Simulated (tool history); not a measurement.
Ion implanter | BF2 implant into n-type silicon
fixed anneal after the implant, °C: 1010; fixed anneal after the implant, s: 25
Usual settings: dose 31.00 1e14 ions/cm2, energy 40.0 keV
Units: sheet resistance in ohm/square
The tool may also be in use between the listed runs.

run	hour	dose	energy	read-back reference wafer on the same gauge, sheet resistance	sheet resistance
1	0.0	31.00	40.0	100.01	110.39
2	55.9	31.00	40.0	99.99	110.50
3	93.2	31.00	40.0	99.97	110.64
4	147.7	31.00	43.5	99.97	105.88
5	180.1	31.00	43.5	100.04	105.85
6	236.4	31.00	43.5	100.01	106.20
7	266.0	35.97	40.0	99.95	109.28
8	307.8	35.97	40.0	99.96	109.44
9	362.3	31.00	36.5	100.06	115.82
# hour 375.4: gauge calibrated
10	406.4	31.00	36.5	99.98	116.10
11	467.1	35.33	30.0	100.02	126.68
12	496.3	31.00	40.0	99.91	110.72
# hour 519.3: Faraday cup replaced and dose calibrated
13	564.9	22.41	33.5	100.00	123.57
14	624.0	31.00	40.0	100.07	111.08
15	679.9	22.86	29.0	99.98	131.77
16	705.1	26.42	47.5	99.97	102.35
17	759.6	35.07	29.5	99.99	127.57
# hour 769.3: extraction supply calibrated
18	859.9	39.98	45.5	100.00	99.28
19	894.9	31.00	40.0	100.04	108.82
20	966.9	27.96	40.0	100.03	109.87

Hidden state or all else? Some run-to-run changes of sheet resistance, split into what the settings, what came in and random variation would give without the hidden state, and what is left for the hidden state (with any gauge scatter that isn't in both results):
The hidden state here: deviation of the true dose from the Faraday cup's reading, %; deviation of the true energy from its setpoint, %; gauge reads high (%).
Run 15 -> 16: dose 22.86 -> 26.42, energy 29.0 -> 47.5. sheet resistance -29.42 ohm/square: hidden state -0.16, all else -29.26.
Run 17 -> 18: dose 35.07 -> 39.98, energy 29.5 -> 45.5, extraction supply calibrated. sheet resistance -28.29 ohm/square: hidden state -2.03, all else -26.26.
Run 19 -> 20: dose 31.00 -> 27.96. sheet resistance +1.05 ohm/square: hidden state +0.18, all else +0.87.
